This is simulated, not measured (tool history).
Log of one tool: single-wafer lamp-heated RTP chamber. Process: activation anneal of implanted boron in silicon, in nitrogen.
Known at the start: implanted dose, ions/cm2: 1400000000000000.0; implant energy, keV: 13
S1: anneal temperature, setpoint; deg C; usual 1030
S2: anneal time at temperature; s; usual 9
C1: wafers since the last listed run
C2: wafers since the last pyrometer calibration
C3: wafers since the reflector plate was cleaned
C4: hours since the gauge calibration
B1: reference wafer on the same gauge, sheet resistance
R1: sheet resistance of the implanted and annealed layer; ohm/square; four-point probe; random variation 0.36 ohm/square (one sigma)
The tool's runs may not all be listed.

run    hour    S1  S2    C1    C2    C3      C4      B1      R1
  1     0.0  1030   9     0  4588  3545   130.2  100.09   98.52
  2    47.6  1030   9   557  5145  4102   177.8  100.00   99.40
       77.3  -- pyrometer window cleaned and pyrometer calibrated
  3   119.0  1030   9   742   488  4845   249.2   99.95   99.48
  4   169.4  1030   9   590  1078  5435   299.6  100.01   99.13
  5   238.4  1030   8   807  1886  6243   368.6   99.95   99.97
  6   288.4  1030   9   585  2472  6828   418.6  100.05   98.83
  7   349.9  1030   9   720  3192  7548   480.1  100.06   98.91
  8   428.0  1030   9   914  4106  8463   558.2  100.02   98.50
      482.6  -- reflector plate cleaned
      496.8  -- pyrometer window cleaned and pyrometer calibrated
  9   531.7  1030   9  1026   408   481   661.9  100.00  101.62
 10   634.0  1030   9  1197  1606  1678   764.2   99.95  100.55
 11   696.7  1030   9   734  2340  2412   826.9  100.00   99.68
      938.5  -- pyrometer window cleaned and pyrometer calibrated
 12   964.2  1030   9  3038   301  5451  1094.4   99.97   99.51
 13  1036.3  1030   9   844  1145  6295  1166.5   99.99   98.74
     1077.9  -- gauge calibrated
 14  1117.2  1030   7   947  2092  7242    39.3  100.05  100.29
     1191.6  -- reflector plate cleaned
 15  1216.1  1048  11  1064  3156   286   138.2  100.03   95.90
 16  1322.0  1056  14  1239  4396  1526   244.1   99.98   94.18
 17  1361.9  1030   9   467  4863  1993   284.0   99.98   99.45
     1437.3  -- pyrometer window cleaned and pyrometer calibrated
 18  1468.8  1007  12  1157   368  3151   390.9   99.98  104.66
 19  1558.8  1056   6  1053  1422  4205   480.9  100.03   95.88
 20  1639.9  1030   4   949  2371  5154   562.0  100.01  101.75
 21  1702.1  1009   7   728  3099  5883   624.2   99.96  105.08

5 ways to go on from here, each from the tool as it stands after run 21. What would each give?
  A  1702.5  1056   9   4  3104  5887  624.6   ?   ?
  B  1702.5  1030   6   4  3104  5887  624.6   ?   ?
  C  1702.5  1043   4   4  3104  5887  624.6   ?   ?
  D  1702.5  1030  12   4  3104  5887  624.6   ?   ?
  E  1702.5  1021  13   4  3104  5887  624.6   ?   ?

run     B1      R1
  A  99.98   94.99
  B  99.98  100.38
  C  99.98   99.19
  D  99.98   98.08
  E  99.98   99.64
Without the tool's hidden state the same runs would have given:
run      R1
  A   96.66
  B  103.08
  C  101.38
  D  100.60
  E  102.54

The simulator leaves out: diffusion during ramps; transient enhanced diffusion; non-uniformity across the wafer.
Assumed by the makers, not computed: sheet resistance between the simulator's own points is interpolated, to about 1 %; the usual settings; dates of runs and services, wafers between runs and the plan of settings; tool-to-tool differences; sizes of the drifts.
